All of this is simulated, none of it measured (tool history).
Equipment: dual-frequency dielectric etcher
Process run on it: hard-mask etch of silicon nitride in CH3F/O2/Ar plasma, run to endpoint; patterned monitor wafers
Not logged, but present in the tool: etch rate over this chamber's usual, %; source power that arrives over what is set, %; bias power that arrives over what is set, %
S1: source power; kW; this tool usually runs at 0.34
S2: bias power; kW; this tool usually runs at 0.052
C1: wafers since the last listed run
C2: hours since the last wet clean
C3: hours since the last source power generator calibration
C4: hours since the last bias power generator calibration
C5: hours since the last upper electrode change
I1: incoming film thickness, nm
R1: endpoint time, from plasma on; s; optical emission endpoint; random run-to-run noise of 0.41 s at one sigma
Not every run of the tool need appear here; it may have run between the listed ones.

run    hour    S1     S2    C1     C2      C3      C4      C5     I1    R1
  1       0  0.34  0.052     0  598.8  3346.4  1884.9  5152.3  37.95  58.3
       63.5  -- wet clean of the chamber
  2      64  0.34  0.052   606    0.5  3410.4  1948.9  5216.3  38.48  62.4
  3   150.2  0.34  0.052  1306   86.7  3496.6  2035.1  5302.5  38.43    62
  4   256.5  0.34  0.052  1610    193  3602.9  2141.4  5408.8  38.06  60.3
  5   327.3  0.34  0.052  1072  263.8  3673.7  2212.2  5479.6  38.32  60.5
      364.9  -- source power generator calibrated
      398.9  -- upper electrode replaced, of another model than before
  6     412  0.34  0.052   859  348.5    47.1  2296.9    13.1  37.85  58.9
  7   460.8  0.34  0.052   739  397.3    95.9  2345.7    61.9  38.45  60.1
  8   563.2  0.34  0.052  1551  499.7   198.3  2448.1   164.3  38.33  58.9
      615.8  -- wet clean of the chamber
  9   649.6  0.34  0.046   945   33.8   284.7  2534.5   250.7  38.07  64.5
 10   731.6  0.34  0.046  1242  115.8   366.7  2616.5   332.7  38.46  63.6
 11   775.3  0.34   0.06   662  159.5   410.4  2660.2   376.4  38.77  59.2
      853.4  -- bias power generator calibrated
 12   868.2  0.34   0.06  1347  252.4   503.3    14.8   469.3  38.24  57.7
 13   967.7  0.34   0.06  1507  351.9   602.8   114.3   568.8  38.07  56.9
 14  1025.3  0.27  0.039   872  409.5   660.4   171.9   626.4  38.44  70.9
 15  1108.2  0.39  0.059  1256  492.4   743.3   254.8   709.3  38.68  54.5
 16    1155  0.38  0.064   709  539.2   790.1   301.6   756.1  38.02  51.9
 17  1244.3  0.27  0.042  1353  628.5   879.4   390.9   845.4  38.23  68.1
 18  1296.3  0.39   0.04   787  680.5   931.4   442.9   897.4  38.27  61.3
     1334.6  -- wet clean of the chamber
 19  1372.1  0.34  0.052   784   37.5  1007.2   518.7   973.2  38.26    62
 20  1409.3  0.27  0.059   563   74.7  1044.4   555.9  1010.4   38.2  62.9
 21  1470.4  0.34  0.052   925  135.8  1105.5     617  1071.5  38.08  61.5
 22  1555.3  0.37  0.039  1286  220.7  1190.4   701.9  1156.4  38.33  65.4
 23    1608  0.34  0.052   798  273.4  1243.1   754.6  1209.1  38.07  61.1
 24  1674.3  0.38  0.047  1004  339.7  1309.4   820.9  1275.4  38.37  60.3
 25    1734  0.38   0.04   904  399.4  1369.1   880.6  1335.1  38.11  63.6
 26  1808.4  0.27  0.043  1127  473.8  1443.5     955  1409.5  38.17  68.4
 27  1887.1  0.34  0.052  1192  552.5  1522.2  1033.7  1488.2  38.46  59.1
 28  1938.6  0.34  0.064   780    604  1573.7  1085.2  1539.7   38.1  54.3
     1998.4  -- wet clean of the chamber
 29  2040.9  0.34  0.052  1186   42.5    1676  1187.5    1642  38.15  60.9
 30  2138.6  0.34  0.047  1480  140.2  1773.7  1285.2  1739.7  38.18  61.9
 31  2203.2   0.4  0.046   978  204.8  1838.3  1349.8  1804.3     38  59.5
 32  2259.2  0.37  0.058   848  260.8  1894.3  1405.8  1860.3  38.07  56.6
 33  2322.2  0.29  0.061   954  323.8  1957.3  1468.8  1923.3  38.43  59.6
 34  2397.7  0.39  0.039  1144  399.3  2032.8  1544.3  1998.8   38.3  63.2

Here are 5 independent what-if runs from the current tool condition. What would each one return?
  A  2398.1  0.34  0.052   6  399.7  2033.2  1544.7  1999.2  37.49   ?
  B  2398.1  0.28  0.064   6  399.7  2033.2  1544.7  1999.2  37.49   ?
  C  2398.1  0.37  0.052   6  399.7  2033.2  1544.7  1999.2  37.49   ?
  D  2398.1  0.29  0.041   6  399.7  2033.2  1544.7  1999.2  37.49   ?
  E  2398.1  0.27  0.045   6  399.7  2033.2  1544.7  1999.2  37.49   ?

run    R1
  A  58.2
  B  57.2
  C  56.7
  D  66.4
  E  65.6
Stripped of hidden state, with their random variation kept, the same runs would have yielded:
run    R1
  A  60.4
  B  59.4
  C  58.9
  D  68.9
  E  68.2

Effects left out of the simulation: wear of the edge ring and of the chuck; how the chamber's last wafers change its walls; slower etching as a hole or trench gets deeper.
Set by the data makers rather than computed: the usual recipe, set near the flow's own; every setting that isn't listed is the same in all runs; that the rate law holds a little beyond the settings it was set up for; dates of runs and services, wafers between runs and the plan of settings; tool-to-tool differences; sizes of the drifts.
